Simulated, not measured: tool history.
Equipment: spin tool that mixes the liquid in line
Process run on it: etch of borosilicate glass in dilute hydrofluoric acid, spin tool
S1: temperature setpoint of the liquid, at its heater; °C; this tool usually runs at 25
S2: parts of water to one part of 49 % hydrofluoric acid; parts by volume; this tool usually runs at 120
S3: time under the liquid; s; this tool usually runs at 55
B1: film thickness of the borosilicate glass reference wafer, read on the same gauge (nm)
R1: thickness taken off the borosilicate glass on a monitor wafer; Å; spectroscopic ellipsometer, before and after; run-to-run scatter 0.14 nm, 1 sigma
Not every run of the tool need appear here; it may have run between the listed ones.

run,day,S1,S2,S3,B1,R1
1,0,25,120,55,89.99,190.8
# day 1.192: hydrofluoric acid flow meter replaced
2,3.238,25,120,55,90.02,203.4
3,6.658,25,120,55,90,206.9
4,9.3,25,120,55,90.01,207.9
5,12.671,25,120,55,90.03,206.8
6,15.104,25,120,55,90.01,207.4
7,17.238,25,120,55,90,207.9
8,19.817,23,120,55,89.98,189.9
# day 21.179: gauge calibrated
# day 21.525: hydrofluoric acid flow meter replaced
# day 21.675: thermometer replaced
9,22.917,25,120,55,90,203.8
10,25.275,25,120,55,90.02,203.3
11,28.346,25,120,55,90,203.6
12,31.796,25,120,55,90.02,205
13,35.367,26.5,175,65,90.01,163
14,38.138,25,95,55,90.01,268.2
# day 38.179: hydrofluoric acid flow meter replaced
15,41.058,25,120,55,90.01,220.6

What will run 16 give?
# day 43.188: thermometer replaced
16,45.117,29,85,25,?,?

B1: 90
R1: 156.9 Å
With no hidden state in the tool, this same run would have given R1 159.2 Å.
